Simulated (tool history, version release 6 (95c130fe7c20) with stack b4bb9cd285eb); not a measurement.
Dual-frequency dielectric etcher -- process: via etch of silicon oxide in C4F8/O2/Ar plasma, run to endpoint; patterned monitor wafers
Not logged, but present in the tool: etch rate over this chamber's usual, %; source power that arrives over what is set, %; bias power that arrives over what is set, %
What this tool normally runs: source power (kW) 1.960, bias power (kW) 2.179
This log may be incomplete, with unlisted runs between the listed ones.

| run | hour | source power (kW) | bias power (kW) | wafers since the last listed run | hours since the last wet clean | hours since the last source power generator calibration | hours since the last bias power generator calibration | hours since the last upper electrode change | incoming incoming film thickness, nm | endpoint time (s) |
|---|---|---|---|---|---|---|---|---|---|---|
| 1 | 0.0 | 1.960 | 2.179 | 0 | 266.1 | 3915.5 | 2306.3 | 3835.2 | 1987.6 | 337.7 |
| 2 | 49.2 | 1.960 | 2.179 | 177 | 315.3 | 3964.7 | 2355.5 | 3884.4 | 1969.7 | 334.9 |
| 3 | 62.6 | 1.960 | 2.179 | 48 | 328.7 | 3978.1 | 2368.9 | 3897.8 | 1977.3 | 334.4 |
| 4 | 80.5 | 1.960 | 2.342 | 64 | 346.6 | 3996.0 | 2386.8 | 3915.7 | 1990.5 | 330.7 |
| 5 | 89.3 | 1.960 | 2.342 | 31 | 355.4 | 4004.8 | 2395.6 | 3924.5 | 1989.2 | 333.4 |
|  | 99.6 | bias power generator calibrated |
|  | 125.3 | upper electrode replaced, of another model than before |
|  | 145.6 | wet clean of the chamber |
|  | 145.7 | source power generator calibrated |
| 6 | 146.1 | 1.960 | 2.342 | 30 | 0.5 | 0.4 | 46.5 | 20.8 | 1980.7 | 344.3 |
| 7 | 146.5 | 1.960 | 2.179 | 1 | 0.9 | 0.8 | 46.9 | 21.2 | 1970.7 | 354.7 |
| 8 | 146.9 | 1.960 | 1.959 | 1 | 1.3 | 1.2 | 47.3 | 21.6 | 1984.8 | 368.8 |
| 9 | 147.4 | 2.360 | 2.179 | 1 | 1.8 | 1.7 | 47.8 | 22.1 | 1985.8 | 310.5 |
| 10 | 157.2 | 1.480 | 1.730 | 35 | 11.6 | 11.5 | 57.6 | 31.9 | 1975.6 | 492.5 |
| 11 | 173.9 | 1.480 | 2.360 | 60 | 28.3 | 28.2 | 74.3 | 48.6 | 1981.7 | 441.6 |
| 12 | 186.0 | 1.960 | 2.179 | 43 | 40.4 | 40.3 | 86.4 | 60.7 | 1986.1 | 353.6 |
| 13 | 200.2 | 1.960 | 2.342 | 51 | 54.6 | 54.5 | 100.6 | 74.9 | 2003.7 | 347.3 |
| 14 | 206.8 | 2.420 | 2.697 | 23 | 61.2 | 61.1 | 107.2 | 81.5 | 1972.7 | 281.2 |

Below, some changes in endpoint time (s) between adjacent runs. For each, the amount present without the hidden state too (settings, incoming material, random variation) and the amount remaining for the hidden state with gauge scatter not shared by both compared results:
Run 5 -> 6: bias power generator calibrated, upper electrode replaced, of another model than before, wet clean of the chamber, source power generator calibrated. endpoint time (s) +10.9: hidden state +18.4, all else -7.5.
Run 9 -> 10: source power (kW) 2.360 -> 1.480, bias power (kW) 2.179 -> 1.730. endpoint time (s) +182.0: hidden state -0.4, all else +182.4.
